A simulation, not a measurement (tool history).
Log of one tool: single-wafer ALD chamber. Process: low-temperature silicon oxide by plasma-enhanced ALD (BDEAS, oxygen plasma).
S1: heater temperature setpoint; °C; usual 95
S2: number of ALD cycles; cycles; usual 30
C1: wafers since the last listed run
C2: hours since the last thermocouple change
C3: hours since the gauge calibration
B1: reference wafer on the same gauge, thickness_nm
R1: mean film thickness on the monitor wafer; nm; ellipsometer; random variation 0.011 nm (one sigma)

{"run": 1, "day": 0.0, "S1": 95, "S2": 30, "C1": 0, "C2": 1909.2, "C3": 453.6, "B1": 4.18, "R1": 4.553}
{"run": 2, "day": 3.742, "S1": 104, "S2": 30, "C1": 525, "C2": 1999.0, "C3": 543.4, "B1": 4.179, "R1": 4.411}
{"run": 3, "day": 6.621, "S1": 104, "S2": 30, "C1": 404, "C2": 2068.1, "C3": 612.5, "B1": 4.181, "R1": 4.426}
{"run": 4, "day": 9.479, "S1": 87, "S2": 30, "C1": 401, "C2": 2136.7, "C3": 681.1, "B1": 4.183, "R1": 4.707}
{"run": 5, "day": 13.308, "S1": 87, "S2": 30, "C1": 537, "C2": 2228.6, "C3": 773.0, "B1": 4.179, "R1": 4.717}
{"run": 6, "day": 16.375, "S1": 87, "S2": 30, "C1": 430, "C2": 2302.2, "C3": 846.6, "B1": 4.181, "R1": 4.713}
{"run": 7, "day": 18.15, "S1": 95, "S2": 30, "C1": 249, "C2": 2344.8, "C3": 889.2, "B1": 4.179, "R1": 4.573}
{"run": 8, "day": 21.362, "S1": 95, "S2": 30, "C1": 450, "C2": 2421.9, "C3": 966.3, "B1": 4.179, "R1": 4.587}
{"day": 24.042, "done": "gauge calibrated"}
{"run": 9, "day": 24.904, "S1": 95, "S2": 30, "C1": 497, "C2": 2506.9, "C3": 20.7, "B1": 4.185, "R1": 4.567}
{"run": 10, "day": 27.783, "S1": 95, "S2": 30, "C1": 404, "C2": 2576.0, "C3": 89.8, "B1": 4.179, "R1": 4.562}
{"run": 11, "day": 32.229, "S1": 101, "S2": 32, "C1": 623, "C2": 2682.7, "C3": 196.5, "B1": 4.18, "R1": 4.748}
{"day": 34.554, "done": "thermocouple changed; heater temperature recalibrated"}
{"run": 12, "day": 36.629, "S1": 86, "S2": 26, "C1": 570, "C2": 49.8, "C3": 302.1, "B1": 4.18, "R1": 4.013}
{"run": 13, "day": 40.442, "S1": 95, "S2": 30, "C1": 535, "C2": 141.3, "C3": 393.6, "B1": 4.181, "R1": 4.461}

The next listed run, before its measurement:
{"run": 14, "day": 42.504, "S1": 104, "S2": 30, "C1": 289, "C2": 190.8, "C3": 443.1, "B1": "?", "R1": "?"}

Run 14 gave B1 4.173, R1 4.372 nm.
Without the tool's hidden state the same run would have given R1 4.373 nm.

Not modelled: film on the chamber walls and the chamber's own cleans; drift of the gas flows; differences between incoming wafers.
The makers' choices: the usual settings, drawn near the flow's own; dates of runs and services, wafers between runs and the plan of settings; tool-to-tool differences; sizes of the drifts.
